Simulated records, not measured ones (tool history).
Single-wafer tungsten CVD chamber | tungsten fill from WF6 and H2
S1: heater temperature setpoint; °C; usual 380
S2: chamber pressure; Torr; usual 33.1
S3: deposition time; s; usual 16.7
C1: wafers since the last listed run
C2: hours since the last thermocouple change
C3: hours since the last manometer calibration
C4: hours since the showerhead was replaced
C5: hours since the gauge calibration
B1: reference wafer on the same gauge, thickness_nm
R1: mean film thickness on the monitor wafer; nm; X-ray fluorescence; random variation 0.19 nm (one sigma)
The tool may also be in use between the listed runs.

run,day,S1,S2,S3,C1,C2,C3,C4,C5,B1,R1
1,0,374,38.3,16.7,0,1567.2,628.5,6620.2,106.2,42.095,36.606
2,0.871,374,38.3,16.7,1001,1588.1,649.4,6641.1,127.1,42.057,36.97
3,2.317,390,33.1,16.7,1662,1622.8,684.1,6675.8,161.8,42.097,45.389
4,3.767,390,33.1,16.7,1667,1657.6,718.9,6710.6,196.6,42.089,45.088
5,4.579,390,33.1,16.7,934,1677.1,738.4,6730.1,216.1,42.077,45.107
6,5.254,380,33.1,16.7,776,1693.3,754.6,6746.3,232.3,42.006,37.249
7,6.712,380,33.1,16.7,1677,1728.3,789.6,6781.3,267.3,42.101,37.297
8,7.775,380,33.1,16.7,1221,1753.8,815.1,6806.8,292.8,42.096,37.585
9,8.9,380,33.1,16.7,1293,1780.8,842.1,6833.8,319.8,42.089,37.184
10,10.238,380,33.1,16.7,1538,1812.9,874.2,6865.9,351.9,42.133,37.507
11,10.95,380,33.1,16.7,819,1830,891.3,6883,369,42.105,37.34
12,13.883,380,33.1,16.7,3373,1900.4,961.7,6953.4,439.4,42.228,37.513
# day 14.425: thermocouple changed; heater temperature recalibrated
13,14.721,380,33.1,16.7,579,7.1,981.8,6973.5,459.5,42.179,37.532
14,15.483,394,36.7,17.7,876,25.4,1000.1,6991.8,477.8,42.158,55.854
15,16.183,380,33.1,16.7,804,42.2,1016.9,7008.6,494.6,42.064,37.395
16,17.238,373,39.1,14,1212,67.5,1042.2,7033.9,519.9,42.17,30.876
17,18.3,380,33.1,15,1221,93,1067.7,7059.4,545.4,42.113,34.099
18,19.762,380,33.1,16.7,1681,128.1,1102.8,7094.5,580.5,42.022,37.532
19,21.4,380,33.1,16.7,1883,167.4,1142.1,7133.8,619.8,42.138,37.528
20,22.367,387,35.6,14.1,1111,190.6,1165.3,7157,643,42.203,38.717
21,23.033,369,33.1,16.7,766,206.6,1181.3,7173,659,42.25,29.989
22,24.367,365,33.1,19.5,1533,238.6,1213.3,7205,691,42.14,32.914
# day 24.604: gauge calibrated
23,25.029,380,25.8,15.1,761,254.5,1229.2,7220.9,10.2,42.164,27.626
24,26.454,374,38.8,19.7,1638,288.7,1263.4,7255.1,44.4,42.19,44.729
# day 27.283: capacitance manometer re-zeroed and calibrated
# day 27.358: showerhead replaced
25,27.379,380,33.1,19.7,594,310.9,2.3,0.5,66.6,42.046,43.19
26,28.633,380,33.1,16.7,1442,341,32.4,30.6,96.7,42.113,36.991
27,30.029,380,25.8,15.1,1605,374.5,65.9,64.1,130.2,42.053,26.443
28,31.433,390,27.7,15,1614,408.2,99.6,97.8,163.9,42.072,34.467
29,32.321,380,33.1,16.7,1020,429.5,120.9,119.1,185.2,42.135,36.737
30,33.025,380,33.1,16.7,809,446.4,137.8,136,202.1,42.054,36.792
31,34.462,390,37.8,14.4,1653,480.9,172.3,170.5,236.6,42.082,41.816
32,35.771,380,33.1,19.7,1504,512.3,203.7,201.9,268,42.171,43.316
33,36.712,385,38.2,19.6,1082,534.9,226.3,224.5,290.6,42.179,52.504

Forecast each of these 5 alternatives for the next run:
A,36.729,380,33.1,16.7,19,535.3,226.7,224.9,291,?,?
B,36.729,380,37.7,13.6,19,535.3,226.7,224.9,291,?,?
C,36.729,385,26.8,18.2,19,535.3,226.7,224.9,291,?,?
D,36.729,380,26.4,16.7,19,535.3,226.7,224.9,291,?,?
E,36.729,389,37.5,17.7,19,535.3,226.7,224.9,291,?,?

run,B1,R1
A,42.122,36.639
B,42.122,32.854
C,42.122,36.677
D,42.122,30.122
E,42.122,50.645
Without the tool's hidden state the same runs would have given:
run,R1
A,36.303
B,32.558
C,36.331
D,29.839
E,50.189
